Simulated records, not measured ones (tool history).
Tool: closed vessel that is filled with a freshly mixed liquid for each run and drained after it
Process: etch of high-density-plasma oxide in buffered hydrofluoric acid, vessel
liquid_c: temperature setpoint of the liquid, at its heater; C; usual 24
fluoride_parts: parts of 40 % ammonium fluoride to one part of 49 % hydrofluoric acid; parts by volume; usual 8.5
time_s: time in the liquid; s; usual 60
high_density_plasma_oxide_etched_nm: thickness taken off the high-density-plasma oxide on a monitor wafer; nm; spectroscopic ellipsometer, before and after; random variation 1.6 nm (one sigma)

run,hour,liquid_c,fluoride_parts,time_s,wafers since the last listed run,hours since the thermometer was replaced,hours since the hydrofluoric acid flow meter was replaced,hours since the gauge calibration,"read-back film thickness of the high-density-plasma oxide reference wafer, read on the same gauge (nm)",high_density_plasma_oxide_etched_nm
1,0,26.5,6.5,60,0,82.4,193.7,1389.7,70,248.09
2,98.7,24,8.5,60,8268,181.1,292.4,1488.4,70,168.92
3,171.9,24,8.5,60,6132,254.3,365.6,1561.6,69.96,164.88
4,235.2,24,8.5,60,5303,317.6,428.9,1624.9,69.98,166.35
# hour 280.6: hydrofluoric acid flow meter replaced
5,311.2,24,8.5,60,6283,393.6,30.6,1700.9,69.99,162.22
6,407.4,24,8.5,60,8059,489.8,126.8,1797.1,70.01,159.8
7,458.6,24,8.5,60,4289,541,178,1848.3,70.01,162.91
8,564.5,24,8.5,60,8871,646.9,283.9,1954.2,69.99,161.86
9,669.8,24,8.5,60,8821,752.2,389.2,2059.5,69.99,161.93
10,736.3,24,8.5,60,5571,818.7,455.7,2126,70.02,160.78
# hour 802: hydrofluoric acid flow meter replaced
11,826.8,24,8.5,60,7497,909.2,24.8,2216.5,69.97,161.09
12,922.1,25,8.5,60,7983,1004.5,120.1,2311.8,70.02,170.63
# hour 924.2: gauge calibrated
13,1001.9,27.5,6,80,6685,1084.3,199.9,77.7,70.01,363.45
14,1061.1,24,8.5,60,4959,1143.5,259.1,136.9,69.97,156.76
15,1150.9,26,10.5,35,7523,1233.3,348.9,226.7,70.02,87.69
# hour 1313.9: hydrofluoric acid flow meter replaced
16,1392.4,24,8.5,60,20148,1474.8,78.5,468.2,70.01,157.36
17,1461.4,24,6.5,60,5780,1543.8,147.5,537.2,70.03,205
18,1547.2,20.5,8.5,50,7187,1629.6,233.3,623,70,106.62
19,1652,24,8.5,35,8779,1734.4,338.1,727.8,70,92.25
# hour 1691.3: thermometer replaced
20,1746.4,24,8.5,60,7824,55.1,432.5,822.2,70.02,166.99
21,1801.9,24,7.5,60,4649,110.6,488,877.7,70.02,189.92
# hour 1832.7: hydrofluoric acid flow meter replaced
22,1844.4,24,8.5,60,3476,153.1,11.7,920.2,70.03,163.59
23,1908,24,11,90,5328,216.7,75.3,983.8,70.01,198.67
24,2014.8,22,10.5,60,8947,323.5,182.1,1090.6,69.97,124.14
25,2118.6,19,11,60,8695,427.3,285.9,1194.4,70,101.49

Forecast each of these 4 alternatives for the next run:
A,2119.3,24,8.5,60,58,428,286.6,1195.1,?,?
B,2119.3,20.5,11.5,75,58,428,286.6,1195.1,?,?
C,2119.3,29,8.5,90,58,428,286.6,1195.1,?,?
D,2119.3,19,6.5,50,58,428,286.6,1195.1,?,?

run,"read-back film thickness of the high-density-plasma oxide reference wafer, read on the same gauge (nm)",high_density_plasma_oxide_etched_nm
A,70.03,163.05
B,70.03,128.91
C,70.03,319.96
D,70.03,135.45
Without the tool's hidden state the same runs would have given:
run,high_density_plasma_oxide_etched_nm
A,166.29
B,131.53
C,326.1
D,138.23

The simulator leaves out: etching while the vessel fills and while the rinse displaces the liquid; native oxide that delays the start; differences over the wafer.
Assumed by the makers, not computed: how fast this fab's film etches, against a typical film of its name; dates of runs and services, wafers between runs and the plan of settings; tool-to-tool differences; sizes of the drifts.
